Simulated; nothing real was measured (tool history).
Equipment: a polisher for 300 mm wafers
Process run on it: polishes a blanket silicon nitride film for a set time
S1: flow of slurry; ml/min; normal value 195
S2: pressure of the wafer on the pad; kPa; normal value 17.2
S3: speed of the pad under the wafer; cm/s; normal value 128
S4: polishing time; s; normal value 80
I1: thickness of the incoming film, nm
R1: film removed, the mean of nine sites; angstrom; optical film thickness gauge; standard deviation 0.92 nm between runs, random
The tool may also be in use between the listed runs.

{"run": 1, "hour": 0.0, "S1": 195, "S2": 17.2, "S3": 140, "S4": 80, "I1": 688.5, "R1": 1111}
{"run": 2, "hour": 186.1, "S1": 195, "S2": 17.2, "S3": 140, "S4": 80, "I1": 699.9, "R1": 1110}
{"run": 3, "hour": 294.1, "S1": 195, "S2": 17.2, "S3": 128, "S4": 80, "I1": 695.2, "R1": 1034}
{"run": 4, "hour": 345.3, "S1": 195, "S2": 17.2, "S3": 128, "S4": 80, "I1": 685.2, "R1": 1033}
{"hour": 376.9, "done": "slurry nozzle cleaned"}
{"run": 5, "hour": 406.8, "S1": 195, "S2": 17.2, "S3": 128, "S4": 80, "I1": 692.9, "R1": 1039}
{"hour": 440.6, "done": "head pressure recalibrated"}
{"hour": 442.7, "done": "worn pad replaced by a new one"}
{"run": 6, "hour": 484.3, "S1": 195, "S2": 17.2, "S3": 128, "S4": 80, "I1": 691.8, "R1": 1026}
{"run": 7, "hour": 536.0, "S1": 195, "S2": 17.2, "S3": 128, "S4": 80, "I1": 689.2, "R1": 1033}
{"run": 8, "hour": 602.9, "S1": 195, "S2": 17.2, "S3": 158, "S4": 80, "I1": 694.3, "R1": 1222}
{"run": 9, "hour": 684.2, "S1": 195, "S2": 17.2, "S3": 158, "S4": 80, "I1": 699.4, "R1": 1254}
{"run": 10, "hour": 763.2, "S1": 155, "S2": 17.2, "S3": 128, "S4": 80, "I1": 684.5, "R1": 985}
{"run": 11, "hour": 810.1, "S1": 155, "S2": 17.2, "S3": 128, "S4": 80, "I1": 676.2, "R1": 1010}
{"run": 12, "hour": 900.3, "S1": 155, "S2": 17.2, "S3": 128, "S4": 80, "I1": 681.6, "R1": 1008}
{"hour": 910.0, "done": "slurry nozzle cleaned"}
{"run": 13, "hour": 1003.2, "S1": 195, "S2": 17.2, "S3": 128, "S4": 80, "I1": 678.4, "R1": 1031}
{"hour": 1041.3, "done": "worn pad replaced by a new one"}
{"run": 14, "hour": 1090.2, "S1": 195, "S2": 17.2, "S3": 128, "S4": 80, "I1": 691.5, "R1": 1046}
{"run": 15, "hour": 1194.7, "S1": 195, "S2": 17.2, "S3": 128, "S4": 93, "I1": 704.1, "R1": 1204}
{"run": 16, "hour": 1270.3, "S1": 195, "S2": 17.2, "S3": 128, "S4": 93, "I1": 694, "R1": 1208}
{"hour": 1350.3, "done": "head pressure recalibrated"}
{"run": 17, "hour": 1370.1, "S1": 195, "S2": 17.2, "S3": 128, "S4": 93, "I1": 691.5, "R1": 1199}
{"run": 18, "hour": 1423.6, "S1": 195, "S2": 17.2, "S3": 128, "S4": 80, "I1": 689.5, "R1": 1036}
{"run": 19, "hour": 1508.3, "S1": 225, "S2": 19.3, "S3": 90, "S4": 87, "I1": 698, "R1": 965}
{"hour": 1524.5, "done": "slurry nozzle cleaned"}
{"run": 20, "hour": 1562.7, "S1": 195, "S2": 17.2, "S3": 128, "S4": 80, "I1": 701.2, "R1": 1038}
{"run": 21, "hour": 1621.8, "S1": 170, "S2": 17.2, "S3": 92, "S4": 98, "I1": 691, "R1": 954}
{"hour": 1659.9, "done": "worn pad replaced by a new one"}
{"run": 22, "hour": 1704.6, "S1": 195, "S2": 17.2, "S3": 128, "S4": 80, "I1": 697.3, "R1": 1034}
{"run": 23, "hour": 1903.7, "S1": 135, "S2": 17.2, "S3": 146, "S4": 106, "I1": 705.2, "R1": 1413}
{"run": 24, "hour": 1962.1, "S1": 195, "S2": 22.1, "S3": 116, "S4": 105, "I1": 686.8, "R1": 1546}
{"run": 25, "hour": 2052.5, "S1": 195, "S2": 17.2, "S3": 128, "S4": 80, "I1": 693, "R1": 1020}
{"hour": 2062.3, "done": "slurry nozzle cleaned"}
{"run": 26, "hour": 2104.8, "S1": 225, "S2": 18.6, "S3": 116, "S4": 80, "I1": 680.6, "R1": 1046}
{"run": 27, "hour": 2156.0, "S1": 195, "S2": 17.2, "S3": 128, "S4": 80, "I1": 697, "R1": 1028}
{"hour": 2167.4, "done": "head pressure recalibrated"}
{"run": 28, "hour": 2197.0, "S1": 145, "S2": 17.2, "S3": 128, "S4": 80, "I1": 690.1, "R1": 990}
{"hour": 2204.5, "done": "worn pad replaced by a new one"}
{"run": 29, "hour": 2290.0, "S1": 260, "S2": 15.9, "S3": 116, "S4": 97, "I1": 694.9, "R1": 1130}
{"run": 30, "hour": 2364.2, "S1": 195, "S2": 17.2, "S3": 128, "S4": 92, "I1": 683, "R1": 1180}
{"run": 31, "hour": 2408.9, "S1": 250, "S2": 18.6, "S3": 144, "S4": 61, "I1": 685, "R1": 943}
{"run": 32, "hour": 2472.7, "S1": 260, "S2": 21.4, "S3": 108, "S4": 106, "I1": 689.4, "R1": 1489}
{"run": 33, "hour": 2580.2, "S1": 195, "S2": 13.8, "S3": 128, "S4": 80, "I1": 694.4, "R1": 864}
{"run": 34, "hour": 2659.9, "S1": 195, "S2": 17.2, "S3": 128, "S4": 80, "I1": 688.9, "R1": 1025}
{"hour": 2687.4, "done": "slurry nozzle cleaned"}
{"run": 35, "hour": 2739.1, "S1": 195, "S2": 17.2, "S3": 164, "S4": 80, "I1": 692.3, "R1": 1274}
{"hour": 2802.4, "done": "worn pad replaced by a new one"}
{"run": 36, "hour": 2802.9, "S1": 145, "S2": 12.4, "S3": 140, "S4": 60, "I1": 680.2, "R1": 620}
{"run": 37, "hour": 2891.9, "S1": 195, "S2": 17.2, "S3": 128, "S4": 80, "I1": 680, "R1": 1036}

Run-by-run hidden state of the tool:
removal rate lost through wear of the pad, %: 0, the same for each run
slurry flow missing at the pad, %: 0, the same for each run
deviation of the head's pressure from its setpoint, %: 0, the same for each run

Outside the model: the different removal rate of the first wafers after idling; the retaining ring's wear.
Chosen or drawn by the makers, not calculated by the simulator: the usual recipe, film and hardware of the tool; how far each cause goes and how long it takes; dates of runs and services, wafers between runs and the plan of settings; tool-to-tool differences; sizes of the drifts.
